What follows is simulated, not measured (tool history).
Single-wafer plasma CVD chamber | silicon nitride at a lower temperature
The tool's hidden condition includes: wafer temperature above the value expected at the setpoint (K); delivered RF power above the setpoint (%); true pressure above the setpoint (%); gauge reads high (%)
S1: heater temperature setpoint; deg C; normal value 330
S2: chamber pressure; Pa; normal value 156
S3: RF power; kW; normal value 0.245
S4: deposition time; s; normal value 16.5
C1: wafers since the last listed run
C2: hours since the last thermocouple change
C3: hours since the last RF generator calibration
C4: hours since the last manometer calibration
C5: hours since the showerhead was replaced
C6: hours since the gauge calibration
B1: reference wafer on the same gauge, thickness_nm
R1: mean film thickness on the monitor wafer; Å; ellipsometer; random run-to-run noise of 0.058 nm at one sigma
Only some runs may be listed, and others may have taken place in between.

{"run": 1, "day": 0.0, "S1": 330, "S2": 156, "S3": 0.215, "S4": 16.5, "C1": 0, "C2": 537.4, "C3": 872.6, "C4": 2000.9, "C5": 4138.8, "C6": 736.6, "B1": 17.69, "R1": 152.66}
{"run": 2, "day": 1.783, "S1": 330, "S2": 156, "S3": 0.245, "S4": 16.5, "C1": 656, "C2": 580.2, "C3": 915.4, "C4": 2043.7, "C5": 4181.6, "C6": 779.4, "B1": 17.696, "R1": 165.13}
{"run": 3, "day": 3.692, "S1": 330, "S2": 156, "S3": 0.245, "S4": 18.3, "C1": 702, "C2": 626.0, "C3": 961.2, "C4": 2089.5, "C5": 4227.4, "C6": 825.2, "B1": 17.698, "R1": 182.45}
{"run": 4, "day": 6.296, "S1": 330, "S2": 156, "S3": 0.245, "S4": 18.3, "C1": 958, "C2": 688.5, "C3": 1023.7, "C4": 2152.0, "C5": 4289.9, "C6": 887.7, "B1": 17.688, "R1": 181.36}
{"run": 5, "day": 7.317, "S1": 330, "S2": 156, "S3": 0.245, "S4": 18.3, "C1": 375, "C2": 713.0, "C3": 1048.2, "C4": 2176.5, "C5": 4314.4, "C6": 912.2, "B1": 17.721, "R1": 181.67}
{"run": 6, "day": 10.246, "S1": 330, "S2": 156, "S3": 0.245, "S4": 16.5, "C1": 1078, "C2": 783.3, "C3": 1118.5, "C4": 2246.8, "C5": 4384.7, "C6": 982.5, "B1": 17.694, "R1": 164.37}
{"run": 7, "day": 11.958, "S1": 330, "S2": 156, "S3": 0.245, "S4": 16.5, "C1": 630, "C2": 824.4, "C3": 1159.6, "C4": 2287.9, "C5": 4425.8, "C6": 1023.6, "B1": 17.683, "R1": 164.55}
{"run": 8, "day": 14.462, "S1": 337, "S2": 156, "S3": 0.245, "S4": 16.5, "C1": 921, "C2": 884.5, "C3": 1219.7, "C4": 2348.0, "C5": 4485.9, "C6": 1083.7, "B1": 17.714, "R1": 163.98}
{"run": 9, "day": 15.917, "S1": 337, "S2": 156, "S3": 0.245, "S4": 16.5, "C1": 535, "C2": 919.4, "C3": 1254.6, "C4": 2382.9, "C5": 4520.8, "C6": 1118.6, "B1": 17.693, "R1": 164.51}
{"run": 10, "day": 18.679, "S1": 337, "S2": 156, "S3": 0.245, "S4": 16.5, "C1": 1016, "C2": 985.7, "C3": 1320.9, "C4": 2449.2, "C5": 4587.1, "C6": 1184.9, "B1": 17.663, "R1": 163.51}
{"run": 11, "day": 19.938, "S1": 330, "S2": 156, "S3": 0.245, "S4": 16.5, "C1": 463, "C2": 1015.9, "C3": 1351.1, "C4": 2479.4, "C5": 4617.3, "C6": 1215.1, "B1": 17.704, "R1": 164.41}
{"run": 12, "day": 22.346, "S1": 322, "S2": 156, "S3": 0.245, "S4": 16.5, "C1": 886, "C2": 1073.7, "C3": 1408.9, "C4": 2537.2, "C5": 4675.1, "C6": 1272.9, "B1": 17.713, "R1": 164.03}
{"day": 23.333, "done": "gauge calibrated"}
{"run": 13, "day": 24.525, "S1": 322, "S2": 156, "S3": 0.245, "S4": 16.5, "C1": 802, "C2": 1126.0, "C3": 1461.2, "C4": 2589.5, "C5": 4727.4, "C6": 28.6, "B1": 17.689, "R1": 163.51}
{"day": 26.233, "done": "showerhead replaced"}
{"run": 14, "day": 27.396, "S1": 330, "S2": 156, "S3": 0.27, "S4": 16.5, "C1": 934, "C2": 1194.9, "C3": 1530.1, "C4": 2658.4, "C5": 27.9, "C6": 97.5, "B1": 17.683, "R1": 173.99}
{"day": 31.779, "done": "capacitance manometer re-zeroed and calibrated"}
{"run": 15, "day": 32.608, "S1": 330, "S2": 156, "S3": 0.245, "S4": 16.5, "C1": 1796, "C2": 1320.0, "C3": 1655.2, "C4": 19.9, "C5": 153.0, "C6": 222.6, "B1": 17.678, "R1": 164.59}
{"run": 16, "day": 34.538, "S1": 326, "S2": 139, "S3": 0.245, "S4": 16.5, "C1": 710, "C2": 1366.3, "C3": 1701.5, "C4": 66.2, "C5": 199.3, "C6": 268.9, "B1": 17.708, "R1": 155.49}
{"day": 36.029, "done": "RF generator calibrated"}
{"run": 17, "day": 37.204, "S1": 321, "S2": 173, "S3": 0.265, "S4": 19.4, "C1": 858, "C2": 1430.3, "C3": 28.2, "C4": 130.2, "C5": 263.3, "C6": 332.9, "B1": 17.71, "R1": 212.44}
{"day": 38.442, "done": "thermocouple changed; heater temperature recalibrated"}
{"run": 18, "day": 39.483, "S1": 341, "S2": 124, "S3": 0.205, "S4": 17.8, "C1": 716, "C2": 25.0, "C3": 82.9, "C4": 184.9, "C5": 318.0, "C6": 387.6, "B1": 17.716, "R1": 139.94}
{"run": 19, "day": 44.862, "S1": 325, "S2": 169, "S3": 0.285, "S4": 15.6, "C1": 1980, "C2": 154.1, "C3": 212.0, "C4": 314.0, "C5": 447.1, "C6": 516.7, "B1": 17.707, "R1": 175.84}
{"run": 20, "day": 45.862, "S1": 330, "S2": 156, "S3": 0.245, "S4": 16.5, "C1": 368, "C2": 178.1, "C3": 236.0, "C4": 338.0, "C5": 471.1, "C6": 540.7, "B1": 17.689, "R1": 164.58}
{"run": 21, "day": 47.758, "S1": 330, "S2": 156, "S3": 0.245, "S4": 16.5, "C1": 697, "C2": 223.6, "C3": 281.5, "C4": 383.5, "C5": 516.6, "C6": 586.2, "B1": 17.701, "R1": 163.84}
{"run": 22, "day": 50.4, "S1": 330, "S2": 156, "S3": 0.245, "S4": 16.5, "C1": 972, "C2": 287.0, "C3": 344.9, "C4": 446.9, "C5": 580.0, "C6": 649.6, "B1": 17.699, "R1": 163.68}
{"run": 23, "day": 52.775, "S1": 330, "S2": 171, "S3": 0.245, "S4": 16.5, "C1": 874, "C2": 344.0, "C3": 401.9, "C4": 503.9, "C5": 637.0, "C6": 706.6, "B1": 17.691, "R1": 170.1}
{"run": 24, "day": 55.325, "S1": 330, "S2": 156, "S3": 0.245, "S4": 13.7, "C1": 938, "C2": 405.2, "C3": 463.1, "C4": 565.1, "C5": 698.2, "C6": 767.8, "B1": 17.686, "R1": 136.72}
{"run": 25, "day": 58.162, "S1": 330, "S2": 156, "S3": 0.245, "S4": 16.5, "C1": 1044, "C2": 473.3, "C3": 531.2, "C4": 633.2, "C5": 766.3, "C6": 835.9, "B1": 17.716, "R1": 164.81}
{"run": 26, "day": 60.125, "S1": 330, "S2": 156, "S3": 0.245, "S4": 16.5, "C1": 722, "C2": 520.4, "C3": 578.3, "C4": 680.3, "C5": 813.4, "C6": 883.0, "B1": 17.697, "R1": 164.29}
{"run": 27, "day": 62.6, "S1": 317, "S2": 184, "S3": 0.245, "S4": 16.5, "C1": 911, "C2": 579.8, "C3": 637.7, "C4": 739.7, "C5": 872.8, "C6": 942.4, "B1": 17.697, "R1": 176.26}
{"run": 28, "day": 63.725, "S1": 323, "S2": 156, "S3": 0.245, "S4": 16.5, "C1": 414, "C2": 606.8, "C3": 664.7, "C4": 766.7, "C5": 899.8, "C6": 969.4, "B1": 17.675, "R1": 163.87}
{"run": 29, "day": 66.588, "S1": 316, "S2": 156, "S3": 0.245, "S4": 19.3, "C1": 1053, "C2": 675.5, "C3": 733.4, "C4": 835.4, "C5": 968.5, "C6": 1038.1, "B1": 17.689, "R1": 192.52}

Each row is a separate what-if for the run after 29, all from the same tool condition, not one after another. Results?
{"run": "A", "day": 66.604, "S1": 330, "S2": 156, "S3": 0.245, "S4": 16.5, "C1": 6, "C2": 675.9, "C3": 733.8, "C4": 835.8, "C5": 968.9, "C6": 1038.5, "B1": "?", "R1": "?"}
{"run": "B", "day": 66.604, "S1": 330, "S2": 125, "S3": 0.285, "S4": 16.5, "C1": 6, "C2": 675.9, "C3": 733.8, "C4": 835.8, "C5": 968.9, "C6": 1038.5, "B1": "?", "R1": "?"}
{"run": "C", "day": 66.604, "S1": 316, "S2": 156, "S3": 0.245, "S4": 16.5, "C1": 6, "C2": 675.9, "C3": 733.8, "C4": 835.8, "C5": 968.9, "C6": 1038.5, "B1": "?", "R1": "?"}
{"run": "D", "day": 66.604, "S1": 330, "S2": 156, "S3": 0.21, "S4": 16.5, "C1": 6, "C2": 675.9, "C3": 733.8, "C4": 835.8, "C5": 968.9, "C6": 1038.5, "B1": "?", "R1": "?"}

run=A B1=17.689 R1=164.67
run=B B1=17.689 R1=160.39
run=C B1=17.689 R1=165.51
run=D B1=17.689 R1=149.77
Had the tool no hidden state, the same runs would have come out as:
run=A R1=164.67
run=B R1=160.39
run=C R1=165.51
run=D R1=149.77

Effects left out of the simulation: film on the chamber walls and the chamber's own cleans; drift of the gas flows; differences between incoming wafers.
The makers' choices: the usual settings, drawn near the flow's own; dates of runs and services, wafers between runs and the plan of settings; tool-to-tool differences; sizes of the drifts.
